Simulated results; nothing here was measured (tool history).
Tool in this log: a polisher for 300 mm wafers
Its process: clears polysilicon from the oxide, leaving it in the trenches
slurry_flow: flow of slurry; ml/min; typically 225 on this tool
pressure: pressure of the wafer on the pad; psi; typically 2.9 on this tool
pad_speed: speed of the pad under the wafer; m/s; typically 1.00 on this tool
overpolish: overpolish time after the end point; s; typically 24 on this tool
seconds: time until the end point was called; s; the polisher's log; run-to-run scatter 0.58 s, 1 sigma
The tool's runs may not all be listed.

run,hour,slurry_flow,pressure,pad_speed,overpolish,"incoming thickness of the incoming film, nm",seconds
1,0.0,165,2.9,1.00,24,510.0,38.2
2,18.0,165,2.9,1.00,24,518.3,39.6
3,35.2,225,2.3,1.00,24,505.3,44.9
4,47.0,180,2.9,1.24,24,510.1,31.5
5,61.7,180,2.9,1.24,24,503.7,31.2
6,71.4,225,2.9,1.00,24,506.9,38.2
7,78.0,225,2.9,1.00,24,502.8,38.0
# hour 82.9: worn pad replaced by a new one
8,86.2,225,2.9,1.00,24,512.8,35.6
9,95.3,225,2.9,1.00,24,503.5,35.3
10,101.5,225,2.9,1.00,24,506.3,36.0
11,116.0,225,2.9,1.00,24,512.0,36.4
12,132.3,225,2.9,1.00,24,505.6,37.3
13,140.5,225,2.9,1.00,24,511.7,38.3
14,155.7,225,2.9,1.00,24,508.0,37.9
15,167.3,160,3.2,1.14,12,505.8,31.3
16,184.4,225,2.9,1.00,19,513.0,38.5
17,196.4,225,2.9,1.24,24,508.0,31.2
# hour 201.9: worn pad replaced by a new one
# hour 204.0: head pressure recalibrated
18,210.9,225,2.9,1.00,24,507.6,34.9
19,226.7,185,2.9,1.00,24,513.5,36.4
# hour 232.9: slurry nozzle cleaned
20,250.8,225,2.5,1.30,19,512.0,31.9
21,262.0,170,2.9,0.86,24,513.0,43.9
22,270.6,225,2.9,0.68,24,507.0,54.9
23,305.7,265,1.9,1.14,28,521.1,45.9
# hour 324.4: worn pad replaced by a new one
24,324.9,225,2.9,1.00,24,510.4,35.4
25,337.9,225,2.9,1.00,24,511.7,36.6
26,355.3,180,3.4,0.74,18,513.0,44.2
27,388.2,225,2.9,1.00,24,507.4,37.6
28,399.8,190,2.9,0.68,24,509.4,56.8

Consider 4 possible next runs. They are alternatives, not a sequence: every one starts from the tool as it was left by run 28. What does each give?
A,400.2,225,2.4,1.00,24,500.0,?
B,400.2,300,3.3,0.76,20,500.0,?
C,400.2,225,2.9,1.12,16,500.0,?
D,400.2,190,2.9,1.34,24,500.0,?

run,seconds
A,41.6
B,41.8
C,32.2
D,27.3
What these runs would have given with no unlogged condition in the tool:
run,seconds
A,38.7
B,39.0
C,30.0
D,25.4
